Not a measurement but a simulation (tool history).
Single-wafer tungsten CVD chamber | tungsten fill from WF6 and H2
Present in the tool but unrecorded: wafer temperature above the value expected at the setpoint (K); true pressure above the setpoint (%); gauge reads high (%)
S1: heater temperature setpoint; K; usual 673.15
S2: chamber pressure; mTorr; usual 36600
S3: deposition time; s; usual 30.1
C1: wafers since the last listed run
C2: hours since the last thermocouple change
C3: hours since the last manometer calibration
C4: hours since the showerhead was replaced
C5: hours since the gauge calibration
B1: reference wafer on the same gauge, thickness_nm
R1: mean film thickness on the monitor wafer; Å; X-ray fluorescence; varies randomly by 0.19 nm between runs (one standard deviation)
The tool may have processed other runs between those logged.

Run 1, hour 0: usual settings; C1 0; C2 1950.2; C3 1262.8; C4 3306.3; C5 29.9; B1 100.507. Result: R1 880.15 Å.
Run 2, hour 31.2: usual settings; C1 697; C2 1981.4; C3 1294; C4 3337.5; C5 61.1; B1 100.5. Result: R1 879.53 Å.
Run 3, hour 44.1: usual settings but S2 31200 mTorr; C1 288; C2 1994.3; C3 1306.9; C4 3350.4; C5 74; B1 100.44. Result: R1 833.29 Å.
Run 4, hour 67.9: usual settings but S2 31200 mTorr; C1 532; C2 2018.1; C3 1330.7; C4 3374.2; C5 97.8; B1 100.494. Result: R1 834.92 Å.
Run 5, hour 85.6: usual settings but S3 31.4 s; C1 395; C2 2035.8; C3 1348.4; C4 3391.9; C5 115.5; B1 100.524. Result: R1 914.43 Å.
Run 6, hour 116.2: usual settings but S3 31.4 s; C1 684; C2 2066.4; C3 1379; C4 3422.5; C5 146.1; B1 100.516. Result: R1 910.76 Å.
Run 7, hour 148.7: usual settings; C1 727; C2 2098.9; C3 1411.5; C4 3455; C5 178.6; B1 100.499. Result: R1 875.03 Å.
Run 8, hour 170.2: usual settings; C1 480; C2 2120.4; C3 1433; C4 3476.5; C5 200.1; B1 100.504. Result: R1 874.91 Å.
Run 9, hour 188.2: usual settings; C1 402; C2 2138.4; C3 1451; C4 3494.5; C5 218.1; B1 100.518. Result: R1 874.62 Å.
Run 10, hour 203.7: usual settings; C1 346; C2 2153.9; C3 1466.5; C4 3510; C5 233.6; B1 100.491. Result: R1 871.19 Å.
Run 11, hour 227.3: usual settings; C1 527; C2 2177.5; C3 1490.1; C4 3533.6; C5 257.2; B1 100.454. Result: R1 869.37 Å.
Run 12, hour 242.8: usual settings but S1 678.15 K; C1 346; C2 2193; C3 1505.6; C4 3549.1; C5 272.7; B1 100.508. Result: R1 941.49 Å.
Run 13, hour 257: usual settings; C1 317; C2 2207.2; C3 1519.8; C4 3563.3; C5 286.9; B1 100.491. Result: R1 869.15 Å.
Run 14, hour 287.7: usual settings; C1 686; C2 2237.9; C3 1550.5; C4 3594; C5 317.6; B1 100.457. Result: R1 869.23 Å.
Run 15, hour 308.4: usual settings; C1 463; C2 2258.6; C3 1571.2; C4 3614.7; C5 338.3; B1 100.511. Result: R1 869.37 Å.
Run 16, hour 321.3: usual settings; C1 288; C2 2271.5; C3 1584.1; C4 3627.6; C5 351.2; B1 100.501. Result: R1 871.56 Å.
At hour 338.4: capacitance manometer re-zeroed and calibrated.
Run 17, hour 338.9: usual settings but S1 683.15 K, S2 31500 mTorr, S3 35.7 s; C1 214; C2 2289.1; C3 0.5; C4 3645.2; C5 368.8; B1 100.505. Result: R1 1153.54 Å.
At hour 347.9: gauge calibrated.
Run 18, hour 363: usual settings; C1 539; C2 2313.2; C3 24.6; C4 3669.3; C5 15.1; B1 100.473. Result: R1 866.51 Å.
Run 19, hour 377.2: usual settings but S2 31300 mTorr; C1 317; C2 2327.4; C3 38.8; C4 3683.5; C5 29.3; B1 100.536. Result: R1 825.03 Å.
Run 20, hour 401.5: usual settings; C1 543; C2 2351.7; C3 63.1; C4 3707.8; C5 53.6; B1 100.482. Result: R1 864.53 Å.
Run 21, hour 435.7: usual settings but S1 658.15 K, S2 34100 mTorr, S3 25.5 s; C1 765; C2 2385.9; C3 97.3; C4 3742; C5 87.8; B1 100.447. Result: R1 552.57 Å.
Run 22, hour 454.1: usual settings but S2 30100 mTorr; C1 411; C2 2404.3; C3 115.7; C4 3760.4; C5 106.2; B1 100.528. Result: R1 813.91 Å.
Run 23, hour 469.1: usual settings; C1 335; C2 2419.3; C3 130.7; C4 3775.4; C5 121.2; B1 100.527. Result: R1 860.19 Å.
Run 24, hour 485.2: usual settings but S1 684.15 K, S2 45500 mTorr; C1 360; C2 2435.4; C3 146.8; C4 3791.5; C5 137.3; B1 100.483. Result: R1 1099.89 Å.
Run 25, hour 511.5: usual settings; C1 588; C2 2461.7; C3 173.1; C4 3817.8; C5 163.6; B1 100.49. Result: R1 859.55 Å.
Run 26, hour 539.9: usual settings but S1 683.15 K, S2 27700 mTorr, S3 28.1 s; C1 635; C2 2490.1; C3 201.5; C4 3846.2; C5 192; B1 100.457. Result: R1 863.65 Å.
Run 27, hour 555.9: usual settings; C1 357; C2 2506.1; C3 217.5; C4 3862.2; C5 208; B1 100.496. Result: R1 857.47 Å.
Run 28, hour 590.4: usual settings but S2 41400 mTorr; C1 771; C2 2540.6; C3 252; C4 3896.7; C5 242.5; B1 100.476. Result: R1 894.71 Å.
At hour 602.8: thermocouple changed; heater temperature recalibrated.
At hour 622.3: showerhead replaced.
Run 29, hour 680.3: usual settings but S1 668.15 K, S2 31500 mTorr, S3 25.3 s; C1 1653; C2 77.5; C3 341.9; C4 58; C5 332.4; B1 100.513. Result: R1 671.29 Å.
Run 30, hour 703.8: usual settings but S1 683.15 K, S2 30900 mTorr, S3 33.6 s; C1 525; C2 101; C3 365.4; C4 81.5; C5 355.9; B1 100.495. Result: R1 1122.24 Å.
At hour 731.3: gauge calibrated.
Run 31, hour 738.5: usual settings but S2 31100 mTorr, S3 34.2 s; C1 776; C2 135.7; C3 400.1; C4 116.2; C5 7.2; B1 100.499. Result: R1 985.55 Å.
Run 32, hour 753.8: usual settings but S1 668.15 K; C1 342; C2 151; C3 415.4; C4 131.5; C5 22.5; B1 100.514. Result: R1 838.9 Å.
Run 33, hour 784.7: usual settings but S1 659.15 K, S2 29900 mTorr, S3 31.7 s; C1 691; C2 181.9; C3 446.3; C4 162.4; C5 53.4; B1 100.505. Result: R1 711.39 Å.

Hidden state or all else? Some run-to-run changes of R1, split into what the settings, what came in and random variation would give without the hidden state, and what is left for the hidden state (with any gauge scatter that isn't in both results):
Run 17 -> 18: S1 683.15 -> 673.15, S2 31500 -> 36600, S3 35.7 -> 30.1, gauge calibrated. R1 -287.03 Å: hidden state +10.08, all else -297.11.
Run 20 -> 21: S1 673.15 -> 658.15, S2 36600 -> 34100, S3 30.1 -> 25.5. R1 -311.96 Å: hidden state +13.88, all else -325.84.
Run 21 -> 22: S1 658.15 -> 673.15, S2 34100 -> 30100, S3 25.5 -> 30.1. R1 +261.34 Å: hidden state -13.04, all else +274.38.
Run 28 -> 29: S1 673.15 -> 668.15, S2 41400 -> 31500, S3 30.1 -> 25.3, thermocouple changed; heater temperature recalibrated, showerhead replaced. R1 -223.42 Å: hidden state +54.95, all else -278.37.
Run 29 -> 30: S1 668.15 -> 683.15, S2 31500 -> 30900, S3 25.3 -> 33.6. R1 +450.95 Å: hidden state -0.39, all else +451.34.
